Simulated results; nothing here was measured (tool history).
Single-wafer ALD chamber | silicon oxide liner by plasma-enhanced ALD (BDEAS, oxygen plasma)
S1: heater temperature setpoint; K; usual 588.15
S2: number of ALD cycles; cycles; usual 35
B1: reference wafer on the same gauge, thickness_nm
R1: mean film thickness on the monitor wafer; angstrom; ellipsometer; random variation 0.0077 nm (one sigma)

run,hour,S1,S2,B1,R1
1,0.0,588.15,35,2.994,30.70
2,59.3,588.15,35,2.996,30.64
3,131.0,588.15,35,3.003,30.68
4,229.5,588.15,35,3.008,30.78
5,286.6,588.15,35,3.014,30.80
6,325.4,588.15,35,3.018,30.78
7,377.2,588.15,35,3.026,30.99
8,473.1,588.15,35,3.036,30.89
# hour 488.8: gauge calibrated
# hour 517.6: thermocouple changed; heater temperature recalibrated
9,552.5,598.15,35,2.988,30.17
10,603.5,576.15,40,2.989,35.62
11,665.4,582.15,35,2.993,30.80
12,772.8,588.15,35,2.997,30.77
13,869.1,592.15,31,3.004,27.15
14,969.9,579.15,29,3.012,25.94
15,1036.3,598.15,30,3.024,26.11
# hour 1122.0: gauge calibrated
16,1130.8,582.15,38,2.990,33.61
17,1191.4,588.15,35,2.993,30.53

5 ways to go on from here, each from the tool as it stands after run 17. What would each give?
A,1191.8,588.15,41,?,?
B,1191.8,588.15,37,?,?
C,1191.8,588.15,33,?,?
D,1191.8,573.15,42,?,?
E,1191.8,583.15,31,?,?

run,B1,R1
A,2.992,35.89
B,2.992,32.39
C,2.992,28.89
D,2.992,37.64
E,2.992,27.34
Without the tool's hidden state the same runs would have given:
run,R1
A,35.89
B,32.39
C,28.89
D,37.63
E,27.34
